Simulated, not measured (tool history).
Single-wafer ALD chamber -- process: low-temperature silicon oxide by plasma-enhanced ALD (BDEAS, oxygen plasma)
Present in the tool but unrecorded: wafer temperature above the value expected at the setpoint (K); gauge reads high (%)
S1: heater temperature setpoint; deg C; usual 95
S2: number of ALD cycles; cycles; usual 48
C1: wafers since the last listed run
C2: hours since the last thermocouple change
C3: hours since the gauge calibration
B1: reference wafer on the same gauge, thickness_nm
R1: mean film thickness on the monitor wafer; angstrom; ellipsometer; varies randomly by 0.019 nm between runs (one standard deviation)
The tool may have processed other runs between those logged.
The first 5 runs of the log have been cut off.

run 6 hour=62.2 | S1=95 S2=48 | C1=104 C2=1114.6 C3=278.3 | B1=7.757 | R1=75.05
run 7 hour=76.0 | S1=95 S2=48 | C1=83 C2=1128.4 C3=292.1 | B1=7.755 | R1=75.12
run 8 hour=90.4 | S1=89 S2=48 | C1=87 C2=1142.8 C3=306.5 | B1=7.763 | R1=76.79
run 9 hour=102.1 | S1=90 S2=48 | C1=70 C2=1154.5 C3=318.2 | B1=7.760 | R1=76.41
-- hour=102.9 gauge calibrated
run 10 hour=113.0 | S1=90 S2=48 | C1=65 C2=1165.4 C3=10.1 | B1=7.756 | R1=76.39
run 11 hour=130.9 | S1=90 S2=48 | C1=108 C2=1183.3 C3=28.0 | B1=7.757 | R1=76.56
run 12 hour=139.0 | S1=95 S2=48 | C1=49 C2=1191.4 C3=36.1 | B1=7.762 | R1=74.50
run 13 hour=152.7 | S1=95 S2=48 | C1=82 C2=1205.1 C3=49.8 | B1=7.762 | R1=74.50
run 14 hour=167.4 | S1=95 S2=48 | C1=88 C2=1219.8 C3=64.5 | B1=7.765 | R1=74.89
run 15 hour=178.5 | S1=95 S2=48 | C1=67 C2=1230.9 C3=75.6 | B1=7.757 | R1=75.08
run 16 hour=186.8 | S1=95 S2=48 | C1=50 C2=1239.2 C3=83.9 | B1=7.756 | R1=74.97
-- hour=209.4 thermocouple changed; heater temperature recalibrated
run 17 hour=209.9 | S1=88 S2=48 | C1=91 C2=0.5 C3=107.0 | B1=7.755 | R1=77.41
run 18 hour=211.2 | S1=100 S2=41 | C1=7 C2=1.8 C3=108.3 | B1=7.763 | R1=62.91
run 19 hour=218.4 | S1=105 S2=57 | C1=43 C2=9.0 C3=115.5 | B1=7.758 | R1=86.53
run 20 hour=227.9 | S1=84 S2=56 | C1=57 C2=18.5 C3=125.0 | B1=7.761 | R1=91.21
run 21 hour=240.9 | S1=104 S2=57 | C1=78 C2=31.5 C3=138.0 | B1=7.760 | R1=86.59
run 22 hour=250.1 | S1=95 S2=48 | C1=55 C2=40.7 C3=147.2 | B1=7.763 | R1=74.91
run 23 hour=258.5 | S1=95 S2=48 | C1=50 C2=49.1 C3=155.6 | B1=7.758 | R1=75.08
run 24 hour=269.6 | S1=95 S2=41 | C1=67 C2=60.2 C3=166.7 | B1=7.761 | R1=64.34
run 25 hour=278.6 | S1=88 S2=48 | C1=54 C2=69.2 C3=175.7 | B1=7.756 | R1=76.73
run 26 hour=291.1 | S1=109 S2=48 | C1=75 C2=81.7 C3=188.2 | B1=7.760 | R1=72.37
run 27 hour=303.4 | S1=84 S2=53 | C1=74 C2=94.0 C3=200.5 | B1=7.764 | R1=86.33
run 28 hour=312.0 | S1=109 S2=48 | C1=52 C2=102.6 C3=209.1 | B1=7.761 | R1=72.27
run 29 hour=324.7 | S1=95 S2=48 | C1=76 C2=115.3 C3=221.8 | B1=7.763 | R1=74.93
run 30 hour=331.2 | S1=108 S2=41 | C1=39 C2=121.8 C3=228.3 | B1=7.759 | R1=61.68

Predict each of these 4 candidate next runs independently; none follows another, all start after run 30:
run A hour=331.7 | S1=95 S2=48 | C1=3 C2=122.3 C3=228.8 | B1=? | R1=?
run B hour=331.7 | S1=90 S2=41 | C1=3 C2=122.3 C3=228.8 | B1=? | R1=?
run C hour=331.7 | S1=91 S2=45 | C1=3 C2=122.3 C3=228.8 | B1=? | R1=?
run D hour=331.7 | S1=85 S2=45 | C1=3 C2=122.3 C3=228.8 | B1=? | R1=?

run=A B1=7.752 R1=74.94
run=B B1=7.752 R1=65.26
run=C B1=7.752 R1=71.36
run=D B1=7.752 R1=73.00
Without the tool's hidden state the same runs would have given:
run=A R1=74.94
run=B R1=65.26
run=C R1=71.36
run=D R1=73.00
